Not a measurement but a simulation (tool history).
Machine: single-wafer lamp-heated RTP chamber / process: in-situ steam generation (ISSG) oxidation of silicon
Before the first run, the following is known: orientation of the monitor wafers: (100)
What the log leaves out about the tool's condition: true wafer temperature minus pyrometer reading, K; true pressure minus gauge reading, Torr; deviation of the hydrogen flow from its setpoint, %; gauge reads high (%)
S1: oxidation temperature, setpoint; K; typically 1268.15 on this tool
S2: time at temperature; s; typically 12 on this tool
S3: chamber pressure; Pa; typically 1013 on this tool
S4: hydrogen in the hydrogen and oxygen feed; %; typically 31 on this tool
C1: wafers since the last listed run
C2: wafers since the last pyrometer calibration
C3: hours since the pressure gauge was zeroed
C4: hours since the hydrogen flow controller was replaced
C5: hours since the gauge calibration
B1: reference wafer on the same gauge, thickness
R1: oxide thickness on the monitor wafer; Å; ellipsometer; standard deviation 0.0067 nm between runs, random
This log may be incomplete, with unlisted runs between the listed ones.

run 1 day=0 | S1=1268.15 S2=12 S3=1013 S4=31 | C1=0 C2=2131 C3=3427.1 C4=4769.5 C5=18.2 | B1=5.139 | R1=45.18
-- day=0.929 pyrometer window cleaned and pyrometer calibrated
run 2 day=4.412 | S1=1268.15 S2=12 S3=1013 S4=31 | C1=1539 C2=1314 C3=3533 C4=4875.4 C5=124.1 | B1=5.144 | R1=45.01
run 3 day=5.258 | S1=1268.15 S2=12 S3=1013 S4=31 | C1=319 C2=1634 C3=3553.3 C4=4895.7 C5=144.4 | B1=5.14 | R1=45.16
run 4 day=6.012 | S1=1268.15 S2=12 S3=1013 S4=31 | C1=284 C2=1918 C3=3571.4 C4=4913.8 C5=162.5 | B1=5.141 | R1=45.04
-- day=6.546 pyrometer window cleaned and pyrometer calibrated
run 5 day=7.088 | S1=1268.15 S2=12 S3=1013 S4=31 | C1=279 C2=204 C3=3597.2 C4=4939.6 C5=188.3 | B1=5.139 | R1=44.87
run 6 day=7.6 | S1=1268.15 S2=12 S3=1013 S4=31 | C1=193 C2=397 C3=3609.5 C4=4951.9 C5=200.6 | B1=5.139 | R1=44.93
run 7 day=8.942 | S1=1268.15 S2=12 S3=1013 S4=31 | C1=506 C2=903 C3=3641.7 C4=4984.1 C5=232.8 | B1=5.14 | R1=44.99
run 8 day=10.025 | S1=1268.15 S2=12 S3=1013 S4=31 | C1=408 C2=1312 C3=3667.7 C4=5010.1 C5=258.8 | B1=5.139 | R1=45.05
run 9 day=11.075 | S1=1268.15 S2=12 S3=1013 S4=31 | C1=396 C2=1708 C3=3692.9 C4=5035.3 C5=284 | B1=5.142 | R1=45.03
run 10 day=12.529 | S1=1268.15 S2=12 S3=1013 S4=31 | C1=548 C2=2257 C3=3727.8 C4=5070.2 C5=318.9 | B1=5.141 | R1=45.05
-- day=12.967 pyrometer window cleaned and pyrometer calibrated
-- day=13.567 gauge calibrated
run 11 day=13.942 | S1=1268.15 S2=12 S3=1013 S4=31 | C1=407 C2=367 C3=3761.7 C4=5104.1 C5=9 | B1=5.139 | R1=44.98
run 12 day=14.562 | S1=1261.15 S2=14 S3=1013 S4=22 | C1=234 C2=601 C3=3776.6 C4=5119 C5=23.9 | B1=5.139 | R1=42.59
run 13 day=15.871 | S1=1268.15 S2=8 S3=1187 S4=31 | C1=493 C2=1095 C3=3808 C4=5150.4 C5=55.3 | B1=5.138 | R1=37.66
run 14 day=16.379 | S1=1253.15 S2=15 S3=1013 S4=31 | C1=191 C2=1287 C3=3820.2 C4=5162.6 C5=67.5 | B1=5.143 | R1=47.03
-- day=17.204 pressure gauge zeroed
-- day=17.821 hydrogen flow controller replaced
run 15 day=17.842 | S1=1268.15 S2=12 S3=1013 S4=31 | C1=300 C2=1587 C3=15.3 C4=0.5 C5=102.6 | B1=5.141 | R1=45.06
-- day=18.558 pyrometer window cleaned and pyrometer calibrated
run 16 day=18.579 | S1=1268.15 S2=12 S3=1013 S4=31 | C1=152 C2=7 C3=33 C4=18.2 C5=120.3 | B1=5.142 | R1=44.84
run 17 day=19.596 | S1=1268.15 S2=9 S3=1013 S4=23 | C1=383 C2=391 C3=57.4 C4=42.6 C5=144.7 | B1=5.141 | R1=36.59
run 18 day=20.871 | S1=1275.15 S2=12 S3=1013 S4=24 | C1=481 C2=872 C3=88 C4=73.2 C5=175.3 | B1=5.142 | R1=42.88
run 19 day=21.425 | S1=1268.15 S2=12 S3=1013 S4=31 | C1=209 C2=1081 C3=101.3 C4=86.5 C5=188.6 | B1=5.138 | R1=45.02
run 20 day=21.95 | S1=1268.15 S2=12 S3=1013 S4=27 | C1=198 C2=1279 C3=113.9 C4=99.1 C5=201.2 | B1=5.142 | R1=43.25
run 21 day=22.954 | S1=1281.15 S2=16 S3=920 S4=32 | C1=378 C2=1658 C3=138 C4=123.2 C5=225.3 | B1=5.137 | R1=54.01
run 22 day=23.579 | S1=1268.15 S2=12 S3=1013 S4=31 | C1=235 C2=1894 C3=153 C4=138.2 C5=240.3 | B1=5.138 | R1=45.02
-- day=23.979 pyrometer window cleaned and pyrometer calibrated
run 23 day=24.242 | S1=1268.15 S2=12 S3=1147 S4=23 | C1=124 C2=98 C3=168.9 C4=154.1 C5=256.2 | B1=5.14 | R1=40.95

Consider 3 possible next runs. They are alternatives, not a sequence: every one starts from the tool as it was left by run 23. What does each give?
run A day=24.258 | S1=1268.15 S2=12 S3=1013 S4=31 | C1=6 C2=104 C3=169.3 C4=154.5 C5=256.6 | B1=? | R1=?
run B day=24.258 | S1=1253.15 S2=9 S3=960 S4=22 | C1=6 C2=104 C3=169.3 C4=154.5 C5=256.6 | B1=? | R1=?
run C day=24.258 | S1=1258.15 S2=12 S3=1213 S4=32 | C1=6 C2=104 C3=169.3 C4=154.5 C5=256.6 | B1=? | R1=?

run=A B1=5.142 R1=44.78
run=B B1=5.142 R1=34.58
run=C B1=5.142 R1=42.91
With the hidden condition removed and each run's random variation left untouched, the same runs would have given:
run=A R1=44.72
run=B R1=34.54
run=C R1=42.85
